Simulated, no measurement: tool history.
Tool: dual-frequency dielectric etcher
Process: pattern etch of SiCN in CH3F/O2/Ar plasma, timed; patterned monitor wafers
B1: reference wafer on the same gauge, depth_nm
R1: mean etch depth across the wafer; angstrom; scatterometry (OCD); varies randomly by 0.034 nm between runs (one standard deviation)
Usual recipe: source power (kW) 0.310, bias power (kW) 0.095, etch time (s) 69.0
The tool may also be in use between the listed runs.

run 1 hour=0.0 | source_power_(kW)=0.310 bias_power_(kW)=0.095 etch_time_(s)=69.0 | B1=26.00 | R1=227.7
run 2 hour=21.7 | source_power_(kW)=0.310 bias_power_(kW)=0.095 etch_time_(s)=69.0 | B1=26.00 | R1=227.2
run 3 hour=35.1 | source_power_(kW)=0.310 bias_power_(kW)=0.095 etch_time_(s)=82.5 | B1=26.00 | R1=271.3
run 4 hour=63.9 | source_power_(kW)=0.310 bias_power_(kW)=0.095 etch_time_(s)=69.0 | B1=26.00 | R1=226.4
run 5 hour=81.7 | source_power_(kW)=0.310 bias_power_(kW)=0.095 etch_time_(s)=69.0 | B1=26.01 | R1=226.8
run 6 hour=96.8 | source_power_(kW)=0.310 bias_power_(kW)=0.095 etch_time_(s)=69.0 | B1=26.00 | R1=226.6
run 7 hour=140.1 | source_power_(kW)=0.310 bias_power_(kW)=0.095 etch_time_(s)=69.0 | B1=26.00 | R1=229.3
run 8 hour=160.4 | source_power_(kW)=0.310 bias_power_(kW)=0.086 etch_time_(s)=69.0 | B1=26.00 | R1=218.0
run 9 hour=186.2 | source_power_(kW)=0.310 bias_power_(kW)=0.086 etch_time_(s)=69.0 | B1=26.02 | R1=217.7
run 10 hour=219.4 | source_power_(kW)=0.340 bias_power_(kW)=0.071 etch_time_(s)=80.5 | B1=26.00 | R1=239.4
run 11 hour=251.2 | source_power_(kW)=0.290 bias_power_(kW)=0.095 etch_time_(s)=87.5 | B1=25.98 | R1=281.1
run 12 hour=288.6 | source_power_(kW)=0.340 bias_power_(kW)=0.115 etch_time_(s)=79.0 | B1=26.00 | R1=295.5
run 13 hour=300.2 | source_power_(kW)=0.310 bias_power_(kW)=0.105 etch_time_(s)=50.0 | B1=26.00 | R1=173.0
run 14 hour=326.9 | source_power_(kW)=0.310 bias_power_(kW)=0.095 etch_time_(s)=69.0 | B1=26.00 | R1=227.6
run 15 hour=361.4 | source_power_(kW)=0.310 bias_power_(kW)=0.110 etch_time_(s)=69.0 | B1=25.99 | R1=243.4
run 16 hour=395.4 | source_power_(kW)=0.340 bias_power_(kW)=0.110 etch_time_(s)=69.0 | B1=26.00 | R1=252.9
run 17 hour=427.5 | source_power_(kW)=0.310 bias_power_(kW)=0.095 etch_time_(s)=54.0 | B1=26.00 | R1=177.7
run 18 hour=445.2 | source_power_(kW)=0.310 bias_power_(kW)=0.095 etch_time_(s)=69.0 | B1=26.00 | R1=226.6

Withheld: 5 entries from between the runs. Position of each, and hidden state at the listed run before versus the listed run after:
In the gap between runs 6 and 7: wet clean of the chamber (hour 139.6)
  etch rate over this chamber's usual, %: -0.866 -> 0.0119
  what was measured, less what the result would be without the hidden state, R1: -1.9 -> +0.0 angstrom
In the gap between runs 9 and 10: gauge calibrated (hour 210.9)
  etch rate over this chamber's usual, %: -0.116 -> -0.208
  what was measured, less what the result would be without the hidden state, R1: -0.3 -> -0.5 angstrom
In the gap between runs 11 and 12: upper electrode replaced (hour 288.1)
  etch rate over this chamber's usual, %: -0.296 -> -0.4
  what was measured, less what the result would be without the hidden state, R1: -0.8 -> -1.2 angstrom
In the gap between runs 13 and 14: source power generator calibrated (hour 321.2); bias power generator calibrated (hour 322.5)
  etch rate over this chamber's usual, %: -0.432 -> -0.506
  what was measured, less what the result would be without the hidden state, R1: -0.7 -> -1.1 angstrom

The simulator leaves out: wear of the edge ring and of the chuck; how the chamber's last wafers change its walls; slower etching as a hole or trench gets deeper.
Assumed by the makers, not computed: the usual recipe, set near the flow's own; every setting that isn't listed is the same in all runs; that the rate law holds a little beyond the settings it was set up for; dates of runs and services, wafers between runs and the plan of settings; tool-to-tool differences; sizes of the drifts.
